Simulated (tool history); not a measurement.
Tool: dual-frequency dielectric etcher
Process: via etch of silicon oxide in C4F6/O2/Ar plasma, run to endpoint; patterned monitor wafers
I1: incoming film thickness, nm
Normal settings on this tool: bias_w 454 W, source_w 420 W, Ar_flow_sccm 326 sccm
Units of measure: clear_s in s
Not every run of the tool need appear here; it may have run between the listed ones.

run 1 hour=0.0 | bias_w=454 source_w=420 Ar_flow_sccm=296 | I1=147.3 | clear_s=29.2
run 2 hour=35.3 | bias_w=454 source_w=420 Ar_flow_sccm=296 | I1=145.6 | clear_s=28.8
run 3 hour=55.6 | bias_w=490 source_w=420 Ar_flow_sccm=326 | I1=147.2 | clear_s=28.5
run 4 hour=69.2 | bias_w=454 source_w=420 Ar_flow_sccm=326 | I1=146.7 | clear_s=29.6
run 5 hour=97.1 | bias_w=454 source_w=420 Ar_flow_sccm=326 | I1=147.1 | clear_s=29.4
-- hour=139.2 upper electrode replaced
run 6 hour=139.7 | bias_w=454 source_w=420 Ar_flow_sccm=261 | I1=146.6 | clear_s=28.4
run 7 hour=162.3 | bias_w=454 source_w=420 Ar_flow_sccm=261 | I1=148.1 | clear_s=28.7
-- hour=209.0 Ar flow controller replaced
run 8 hour=209.5 | bias_w=454 source_w=420 Ar_flow_sccm=326 | I1=148.3 | clear_s=29.1
run 9 hour=221.0 | bias_w=454 source_w=420 Ar_flow_sccm=270 | I1=146.5 | clear_s=28.5
run 10 hour=237.8 | bias_w=454 source_w=420 Ar_flow_sccm=256 | I1=147.6 | clear_s=28.7
run 11 hour=258.2 | bias_w=454 source_w=360 Ar_flow_sccm=284 | I1=148.0 | clear_s=31.0
-- hour=294.3 wet clean of the chamber
run 12 hour=294.8 | bias_w=392 source_w=490 Ar_flow_sccm=326 | I1=147.7 | clear_s=30.5
run 13 hour=303.0 | bias_w=454 source_w=420 Ar_flow_sccm=326 | I1=148.1 | clear_s=31.0
run 14 hour=397.1 | bias_w=486 source_w=450 Ar_flow_sccm=288 | I1=147.3 | clear_s=28.4
run 15 hour=420.3 | bias_w=454 source_w=420 Ar_flow_sccm=392 | I1=146.0 | clear_s=30.6
-- hour=427.3 bias power generator calibrated
run 16 hour=451.7 | bias_w=454 source_w=420 Ar_flow_sccm=278 | I1=147.0 | clear_s=29.4
-- hour=480.6 source power generator calibrated
run 17 hour=481.1 | bias_w=533 source_w=420 Ar_flow_sccm=326 | I1=146.6 | clear_s=27.9
run 18 hour=507.8 | bias_w=454 source_w=370 Ar_flow_sccm=258 | I1=146.3 | clear_s=30.8
run 19 hour=539.6 | bias_w=454 source_w=420 Ar_flow_sccm=278 | I1=146.9 | clear_s=29.6
run 20 hour=567.3 | bias_w=454 source_w=420 Ar_flow_sccm=353 | I1=146.6 | clear_s=30.0
run 21 hour=582.4 | bias_w=454 source_w=420 Ar_flow_sccm=326 | I1=146.8 | clear_s=29.8
run 22 hour=611.5 | bias_w=454 source_w=420 Ar_flow_sccm=326 | I1=147.6 | clear_s=30.3
run 23 hour=640.9 | bias_w=365 source_w=460 Ar_flow_sccm=326 | I1=148.3 | clear_s=31.2
run 24 hour=659.8 | bias_w=561 source_w=470 Ar_flow_sccm=373 | I1=146.6 | clear_s=25.9
run 25 hour=677.6 | bias_w=454 source_w=420 Ar_flow_sccm=326 | I1=146.0 | clear_s=29.4
run 26 hour=696.1 | bias_w=533 source_w=480 Ar_flow_sccm=264 | I1=147.7 | clear_s=25.7
run 27 hour=717.8 | bias_w=568 source_w=330 Ar_flow_sccm=268 | I1=146.4 | clear_s=29.2
-- hour=761.2 wet clean of the chamber
run 28 hour=761.7 | bias_w=379 source_w=450 Ar_flow_sccm=406 | I1=147.6 | clear_s=32.8

What was the tool's hidden state at every run in the log?
bias power that arrives over what is set, %: 0, the same for each run
source power that arrives over what is set, %: 0, the same for each run
Ar flow that arrives over what is set, %: 0, the same for each run
H1: etch rate over this chamber's usual, %
run=1 H1=3.45
run=2 H1=3.79
run=3 H1=3.99
run=4 H1=4.13
run=5 H1=4.4
run=6 H1=4.82
run=7 H1=5.04
run=8 H1=5.5
run=9 H1=5.61
run=10 H1=5.78
run=11 H1=5.98
run=12 H1=0.193
run=13 H1=0.274
run=14 H1=1.19
run=15 H1=1.42
run=16 H1=1.73
run=17 H1=2.02
run=18 H1=2.28
run=19 H1=2.59
run=20 H1=2.86
run=21 H1=3.01
run=22 H1=3.29
run=23 H1=3.58
run=24 H1=3.76
run=25 H1=3.94
run=26 H1=4.12
run=27 H1=4.33
run=28 H1=0.469
